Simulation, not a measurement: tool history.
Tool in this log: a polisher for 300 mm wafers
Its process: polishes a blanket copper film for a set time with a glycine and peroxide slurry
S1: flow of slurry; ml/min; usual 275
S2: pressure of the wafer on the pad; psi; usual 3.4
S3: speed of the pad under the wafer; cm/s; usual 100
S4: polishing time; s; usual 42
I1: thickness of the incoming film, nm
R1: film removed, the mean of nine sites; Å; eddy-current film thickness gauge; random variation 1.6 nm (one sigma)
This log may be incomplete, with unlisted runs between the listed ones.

Run 1, hour 0: usual settings but S3 86 cm/s; I1 2001.7. Result: R1 1914 Å.
Run 2, hour 45.9: usual settings but S2 2.8 psi; I1 2008.2. Result: R1 1853 Å.
Run 3, hour 90.4: usual settings but S2 2.8 psi; I1 1996.8. Result: R1 1846 Å.
Run 4, hour 127.3: usual settings; I1 1996.1. Result: R1 2095 Å.
At hour 153.5: worn pad replaced by a new one.
Run 5, hour 167.6: usual settings; I1 2027.1. Result: R1 2106 Å.
Run 6, hour 235.2: usual settings; I1 2003.2. Result: R1 2080 Å.
Run 7, hour 294.9: usual settings; I1 1999. Result: R1 2087 Å.
At hour 320.4: worn pad replaced by a new one.
Run 8, hour 332.8: usual settings; I1 1984.1. Result: R1 2045 Å.
Run 9, hour 365.2: usual settings but S3 80 cm/s, S4 30 s; I1 2010.4. Result: R1 1268 Å.
At hour 410: slurry nozzle cleaned.
Run 10, hour 423: usual settings but S3 80 cm/s, S4 30 s; I1 2008.7. Result: R1 1355 Å.
At hour 466.6: worn pad replaced by a new one.
Run 11, hour 473.1: usual settings but S1 305 ml/min, S2 4.4 psi, S3 82 cm/s, S4 50 s; I1 2026. Result: R1 2759 Å.
At hour 483.9: head pressure recalibrated.
Run 12, hour 543.6: usual settings; I1 2023.1. Result: R1 2187 Å.
Run 13, hour 578: usual settings; I1 2013.5. Result: R1 2178 Å.
Run 14, hour 603: usual settings but S1 350 ml/min, S2 4.3 psi, S4 37 s; I1 2002.3. Result: R1 2323 Å.
At hour 607.1: worn pad replaced by a new one.
Run 15, hour 674.5: usual settings but S1 235 ml/min, S2 4.5 psi, S3 90 cm/s, S4 48 s; I1 1958.9. Result: R1 2757 Å.
Run 16, hour 735.1: usual settings but S2 3.8 psi, S3 80 cm/s, S4 32 s; I1 2028.9. Result: R1 1517 Å.

Branching from run 16: 5 alternative next runs. What would each branch give?
Run A, hour 735.5: usual settings but S3 130 cm/s; I1 1973.5. Result: R1 ?.
Run B, hour 735.5: usual settings but S4 53 s; I1 1973.5. Result: R1 ?.
Run C, hour 735.5: usual settings but S2 4.2 psi; I1 1973.5. Result: R1 ?.
Run D, hour 735.5: usual settings but S1 325 ml/min, S2 3.8 psi, S3 112 cm/s, S4 33 s; I1 1973.5. Result: R1 ?.
Run E, hour 735.5: usual settings but S1 345 ml/min, S3 74 cm/s, S4 31 s; I1 1973.5. Result: R1 ?.

run    R1
  A  2609
  B  2715
  C  2512
  D  2022
  E  1324
What these runs would have given with no unlogged condition in the tool:
run    R1
  A  2661
  B  2770
  C  2562
  D  2057
  E  1346

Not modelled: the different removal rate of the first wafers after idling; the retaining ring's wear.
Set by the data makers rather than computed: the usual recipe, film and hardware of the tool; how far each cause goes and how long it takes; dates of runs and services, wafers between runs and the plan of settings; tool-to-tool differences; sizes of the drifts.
